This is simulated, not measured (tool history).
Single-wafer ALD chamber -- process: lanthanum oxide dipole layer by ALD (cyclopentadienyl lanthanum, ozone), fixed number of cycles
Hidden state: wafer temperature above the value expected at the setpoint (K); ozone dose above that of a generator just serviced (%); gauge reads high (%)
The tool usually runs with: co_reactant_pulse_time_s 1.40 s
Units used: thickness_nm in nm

| run | day | co_reactant_pulse_time_s | wafers since the last listed run | hours since the last thermocouple change | hours since the last ozone generator service | hours since the showerhead was replaced | hours since the gauge calibration | read-back reference wafer on the same gauge, thickness_nm | thickness_nm |
|---|---|---|---|---|---|---|---|---|---|
| 1 | 0.000 | 1.40 | 0 | 1960.9 | 1207.5 | 2212.4 | 78.6 | 0.652 | 0.510 |
| 2 | 4.258 | 1.40 | 2248 | 2063.1 | 1309.7 | 2314.6 | 180.8 | 0.653 | 0.508 |
| 3 | 5.562 | 1.40 | 688 | 2094.4 | 1341.0 | 2345.9 | 212.1 | 0.653 | 0.507 |
| 4 | 6.092 | 1.40 | 279 | 2107.1 | 1353.7 | 2358.6 | 224.8 | 0.652 | 0.507 |
| 5 | 7.033 | 1.19 | 497 | 2129.7 | 1376.3 | 2381.2 | 247.4 | 0.653 | 0.474 |
| 6 | 8.379 | 1.40 | 710 | 2162.0 | 1408.6 | 2413.5 | 279.7 | 0.653 | 0.506 |
| 7 | 8.992 | 1.40 | 323 | 2176.7 | 1423.3 | 2428.2 | 294.4 | 0.653 | 0.504 |
| 8 | 9.904 | 1.40 | 481 | 2198.6 | 1445.2 | 2450.1 | 316.3 | 0.653 | 0.505 |
| 9 | 10.812 | 1.40 | 479 | 2220.4 | 1467.0 | 2471.9 | 338.1 | 0.653 | 0.504 |
| 10 | 11.792 | 1.40 | 517 | 2243.9 | 1490.5 | 2495.4 | 361.6 | 0.652 | 0.503 |
| 11 | 12.912 | 1.40 | 591 | 2270.8 | 1517.4 | 2522.3 | 388.5 | 0.652 | 0.499 |
| 12 | 13.971 | 1.04 | 558 | 2296.2 | 1542.8 | 2547.7 | 413.9 | 0.653 | 0.437 |
| 13 | 17.012 | 1.40 | 1606 | 2369.2 | 1615.8 | 2620.7 | 486.9 | 0.653 | 0.497 |
| 14 | 17.546 | 1.40 | 281 | 2382.0 | 1628.6 | 2633.5 | 499.7 | 0.652 | 0.493 |
| 15 | 18.654 | 1.40 | 585 | 2408.6 | 1655.2 | 2660.1 | 526.3 | 0.654 | 0.500 |
| 16 | 19.429 | 1.40 | 409 | 2427.2 | 1673.8 | 2678.7 | 544.9 | 0.652 | 0.498 |
| 17 | 20.912 | 1.40 | 783 | 2462.8 | 1709.4 | 2714.3 | 580.5 | 0.653 | 0.494 |
|  | 21.725 | gauge calibrated |
|  | 22.379 | thermocouple changed; heater temperature recalibrated |
|  | 22.617 | ozone generator serviced |
| 18 | 23.217 | 1.92 | 914 | 20.1 | 14.4 | 2769.6 | 35.8 | 0.653 | 0.571 |
| 19 | 23.879 | 1.40 | 349 | 36.0 | 30.3 | 2785.5 | 51.7 | 0.653 | 0.544 |
| 20 | 24.546 | 1.24 | 352 | 52.0 | 46.3 | 2801.5 | 67.7 | 0.653 | 0.527 |
| 21 | 25.562 | 1.40 | 536 | 76.4 | 70.7 | 2825.9 | 92.1 | 0.652 | 0.542 |
| 22 | 26.296 | 1.55 | 387 | 94.0 | 88.3 | 2843.5 | 109.7 | 0.653 | 0.551 |
| 23 | 26.925 | 1.05 | 332 | 109.1 | 103.4 | 2858.6 | 124.8 | 0.652 | 0.498 |
| 24 | 27.692 | 1.40 | 404 | 127.5 | 121.8 | 2877.0 | 143.2 | 0.651 | 0.544 |
|  | 28.425 | showerhead replaced |
| 25 | 29.129 | 1.08 | 583 | 162.0 | 156.3 | 16.9 | 177.7 | 0.652 | 0.503 |
| 26 | 30.400 | 1.83 | 671 | 192.5 | 186.8 | 47.4 | 208.2 | 0.653 | 0.566 |
| 27 | 31.883 | 0.92 | 783 | 228.1 | 222.4 | 83.0 | 243.8 | 0.653 | 0.467 |
| 28 | 32.521 | 1.61 | 336 | 243.4 | 237.7 | 98.3 | 259.1 | 0.653 | 0.553 |
| 29 | 33.367 | 1.93 | 446 | 263.7 | 258.0 | 118.6 | 279.4 | 0.653 | 0.571 |
| 30 | 34.096 | 1.58 | 385 | 281.2 | 275.5 | 136.1 | 296.9 | 0.654 | 0.548 |
| 31 | 35.517 | 1.10 | 750 | 315.3 | 309.6 | 170.2 | 331.0 | 0.653 | 0.505 |
| 32 | 36.675 | 1.40 | 611 | 343.1 | 337.4 | 198.0 | 358.8 | 0.652 | 0.536 |
| 33 | 37.821 | 0.99 | 605 | 370.6 | 364.9 | 225.5 | 386.3 | 0.652 | 0.482 |
| 34 | 38.925 | 1.40 | 583 | 397.1 | 391.4 | 252.0 | 412.8 | 0.653 | 0.538 |

Pick out some run-to-run changes in thickness_nm. Of each, how much would a tool without hidden state show as well, from the settings, what came in and chance, and how much is left for the hidden state and any gauge scatter not in both results compared?
Run 11 -> 12: co_reactant_pulse_time_s 1.40 -> 1.04. thickness_nm -0.062 nm: hidden state -0.018, all else -0.044.
Run 12 -> 13: co_reactant_pulse_time_s 1.04 -> 1.40. thickness_nm +0.060 nm: hidden state +0.014, all else +0.046.
Run 17 -> 18: co_reactant_pulse_time_s 1.40 -> 1.92, gauge calibrated, thermocouple changed; heater temperature recalibrated, ozone generator serviced. thickness_nm +0.077 nm: hidden state +0.052, all else +0.025.
Run 26 -> 27: co_reactant_pulse_time_s 1.83 -> 0.92. thickness_nm -0.099 nm: hidden state -0.006, all else -0.093.
Run 27 -> 28: co_reactant_pulse_time_s 0.92 -> 1.61. thickness_nm +0.086 nm: hidden state +0.004, all else +0.082.
